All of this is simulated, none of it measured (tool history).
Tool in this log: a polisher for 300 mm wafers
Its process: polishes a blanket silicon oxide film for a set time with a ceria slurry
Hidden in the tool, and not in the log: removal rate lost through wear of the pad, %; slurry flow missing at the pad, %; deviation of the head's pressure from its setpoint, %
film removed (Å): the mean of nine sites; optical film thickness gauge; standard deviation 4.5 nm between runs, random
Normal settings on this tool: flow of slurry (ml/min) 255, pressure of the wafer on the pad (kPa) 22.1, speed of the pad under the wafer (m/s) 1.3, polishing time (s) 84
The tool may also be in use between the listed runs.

| run | hour | flow of slurry (ml/min) | pressure of the wafer on the pad (kPa) | speed of the pad under the wafer (m/s) | polishing time (s) | wafers since the last listed run | wafers polished on this pad | hours since the slurry nozzle was cleaned | hours since the head pressure was calibrated | incoming thickness of the incoming film, nm | film removed (Å) |
|---|---|---|---|---|---|---|---|---|---|---|---|
| 1 | 0 | 255 | 22.1 | 1.3 | 84 | 0 | 2159 | 166.7 | 296.8 | 1709 | 4588 |
| 2 | 80.1 | 255 | 22.1 | 1.3 | 84 | 648 | 2808 | 246.8 | 376.9 | 1668.5 | 4502 |
| 3 | 140.3 | 185 | 22.1 | 1.3 | 84 | 487 | 3296 | 307 | 437.1 | 1668 | 4333 |
|  | 162.4 | head pressure recalibrated |
|  | 193 | worn pad replaced by a new one |
| 4 | 199.4 | 255 | 22.1 | 1.3 | 84 | 430 | 52 | 366.1 | 37 | 1684.2 | 4508 |
| 5 | 242.8 | 255 | 22.1 | 1.3 | 84 | 351 | 403 | 409.5 | 80.4 | 1694 | 4466 |
| 6 | 324.6 | 255 | 22.1 | 1.3 | 84 | 662 | 1066 | 491.3 | 162.2 | 1709.4 | 4617 |
|  | 356 | slurry nozzle cleaned |
| 7 | 397.2 | 255 | 22.1 | 1.3 | 84 | 580 | 1646 | 41.2 | 234.8 | 1689.4 | 4546 |
| 8 | 435.3 | 255 | 22.1 | 1.3 | 84 | 308 | 1955 | 79.3 | 272.9 | 1713.2 | 4548 |
| 9 | 514 | 255 | 22.1 | 1.3 | 64 | 637 | 2592 | 158 | 351.6 | 1681.2 | 3524 |
| 10 | 571.5 | 255 | 22.1 | 1.3 | 64 | 465 | 3058 | 215.5 | 409.1 | 1703.2 | 3500 |
|  | 610.3 | head pressure recalibrated |
| 11 | 619.6 | 255 | 22.1 | 1.3 | 64 | 373 | 3431 | 263.6 | 9.3 | 1693 | 3469 |
|  | 659.8 | worn pad replaced by a new one |
| 12 | 697.5 | 255 | 24.1 | 1.6 | 84 | 598 | 305 | 341.5 | 87.2 | 1698.5 | 6217 |
| 13 | 750.5 | 255 | 24.1 | 1.6 | 84 | 429 | 734 | 394.5 | 140.2 | 1705.7 | 6168 |
| 14 | 828.4 | 255 | 22.1 | 1.3 | 84 | 631 | 1365 | 472.4 | 218.1 | 1696.7 | 4563 |
|  | 840.1 | slurry nozzle cleaned |
| 15 | 923.6 | 255 | 22.1 | 1.3 | 84 | 763 | 2128 | 83.5 | 313.3 | 1689.9 | 4515 |
| 16 | 990.2 | 255 | 22.1 | 1.3 | 84 | 539 | 2668 | 150.1 | 379.9 | 1696.3 | 4442 |
| 17 | 1033.1 | 185 | 20 | 1.3 | 84 | 347 | 3015 | 193 | 422.8 | 1698.4 | 3923 |
| 18 | 1135.5 | 255 | 22.1 | 1.3 | 84 | 829 | 3845 | 295.4 | 525.2 | 1720.1 | 4499 |
|  | 1165.6 | head pressure recalibrated |
|  | 1223.8 | worn pad replaced by a new one |
| 19 | 1236.9 | 255 | 22.1 | 1.3 | 84 | 772 | 106 | 396.8 | 71.3 | 1682.2 | 4561 |
|  | 1307.2 | slurry nozzle cleaned |
| 20 | 1331.8 | 255 | 17.9 | 1.3 | 84 | 760 | 867 | 24.6 | 166.2 | 1687.4 | 3694 |
| 21 | 1404.8 | 255 | 22.1 | 1.3 | 92 | 591 | 1458 | 97.6 | 239.2 | 1701.1 | 4893 |
| 22 | 1455 | 255 | 22.1 | 1.52 | 69 | 406 | 1865 | 147.8 | 289.4 | 1696.5 | 4334 |
| 23 | 1496.5 | 290 | 28.3 | 0.86 | 84 | 336 | 2201 | 189.3 | 330.9 | 1693.8 | 3839 |
| 24 | 1582.6 | 215 | 22.1 | 1.06 | 84 | 697 | 2898 | 275.4 | 417 | 1671.6 | 3613 |
| 25 | 1634.4 | 220 | 22.1 | 1.3 | 84 | 419 | 3318 | 327.2 | 468.8 | 1660.6 | 4413 |
|  | 1695 | head pressure recalibrated |
|  | 1740.5 | worn pad replaced by a new one |
|  | 1818.7 | slurry nozzle cleaned |
| 26 | 1894.8 | 255 | 22.1 | 1.3 | 84 | 2052 | 1242 | 76.1 | 199.8 | 1699.4 | 4446 |
| 27 | 1978.9 | 255 | 29.6 | 1.3 | 98 | 681 | 1923 | 160.2 | 283.9 | 1689.6 | 7009 |

Predict the results of run 28:
| 28 | 2069.1 | 215 | 22.1 | 1.3 | 84 | 730 | 2654 | 250.4 | 374.1 | 1702.3 | ? |

Run 28 yielded film removed (Å) 4503.
With no hidden state in the tool, this same run would have given film removed (Å) 4503.

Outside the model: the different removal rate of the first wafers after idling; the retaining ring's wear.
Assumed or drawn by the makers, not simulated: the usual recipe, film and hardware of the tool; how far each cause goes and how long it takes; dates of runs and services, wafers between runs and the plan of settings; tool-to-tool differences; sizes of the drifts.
